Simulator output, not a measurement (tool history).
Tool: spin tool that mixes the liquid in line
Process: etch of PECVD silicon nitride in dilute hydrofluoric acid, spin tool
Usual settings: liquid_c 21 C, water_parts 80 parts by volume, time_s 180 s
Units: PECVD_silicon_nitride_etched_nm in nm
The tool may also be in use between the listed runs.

run	day	liquid_c	water_parts	time_s	wafers since the last listed run	hours since the thermometer was replaced	hours since the hydrofluoric acid flow meter was replaced	hours since the gauge calibration	read-back film thickness of the PECVD silicon nitride reference wafer, read on the same gauge (nm)	PECVD_silicon_nitride_etched_nm
1	0	21	80	180	0	1086.8	1299.1	380.7	149.994	5.639
# day 0.738: gauge calibrated
2	0.867	21	80	115	102	1107.6	1319.9	3.1	150.01	3.585
3	1.879	21	100	180	119	1131.9	1344.2	27.4	150.015	4.461
4	3.117	21	100	180	146	1161.6	1373.9	57.1	150.022	4.508
5	4.538	21	80	180	168	1195.7	1408	91.2	149.981	5.661
6	5.154	21	80	180	72	1210.5	1422.8	106	149.984	5.617
7	5.662	21	80	245	60	1222.7	1435	118.2	149.966	7.763
8	6.988	21	80	245	156	1254.5	1466.8	150	150.007	7.869
9	7.721	21	80	180	86	1272.1	1484.4	167.6	150.006	5.636
10	8.329	21	80	260	72	1286.7	1499	182.2	149.998	8.197
11	9.308	21	80	260	115	1310.2	1522.5	205.7	150.023	8.109
# day 9.621: thermometer replaced
12	10.408	17.5	100	230	125	18.9	1548.9	232.1	150.035	5.034
13	11.079	19.5	90	210	79	35	1565	248.2	150.001	5.833
14	11.579	21	80	260	59	47	1577	260.2	149.999	8.989
# day 12.508: thermometer replaced, repeated, since the last time left the tool worse
15	12.754	24.5	80	180	134	5.9	1605.2	288.4	149.998	6.407
16	13.371	21	55	180	72	20.7	1620	303.2	150.012	7.382
# day 14.312: hydrofluoric acid flow meter replaced
17	14.333	21	80	245	108	43.8	0.5	326.3	150.028	6.922
18	15.342	21	80	180	119	68	24.7	350.5	150.022	5.103
# day 15.592: gauge calibrated
19	16.704	21	100	180	161	100.7	57.4	26.7	149.995	4.175
20	17.812	23.5	55	180	131	127.3	84	53.3	149.985	8.716
21	21.462	22.5	110	265	432	214.9	171.6	140.9	150.012	6.107
22	22.133	21	80	270	79	231	187.7	157	150.005	7.758
23	23.6	21	80	180	173	266.2	222.9	192.2	149.995	5.262

Hidden state at the last listed run before each entry between runs and at the first one after, where it differs:
Between runs 1 and 2: gauge calibrated (day 0.738)
  liquid hotter than its thermometer reads (K): 1.63 -> 1.66
  measured less the result without the state, PECVD_silicon_nitride_etched_nm: +0.588 -> +0.381 nm
Between runs 11 and 12: thermometer replaced (day 9.621)
  liquid hotter than its thermometer reads (K): 1.94 -> 3.19
  measured less the result without the state, PECVD_silicon_nitride_etched_nm: +0.997 -> +0.989 nm
Between runs 14 and 15: thermometer replaced, repeated, since the last time left the tool worse (day 12.508)
  liquid hotter than its thermometer reads (K): 3.22 -> 0.188
  measured less the result without the state, PECVD_silicon_nitride_etched_nm: +1.75 -> +0.08 nm
Between runs 16 and 17: hydrofluoric acid flow meter replaced (day 14.312)
  liquid hotter than its thermometer reads (K): 0.208 -> 0.239
  measured less the result without the state, PECVD_silicon_nitride_etched_nm: +0.106 -> +0.112 nm
Between runs 18 and 19: gauge calibrated (day 15.592)
  liquid hotter than its thermometer reads (K): 0.272 -> 0.317
  measured less the result without the state, PECVD_silicon_nitride_etched_nm: +0.093 -> +0.089 nm
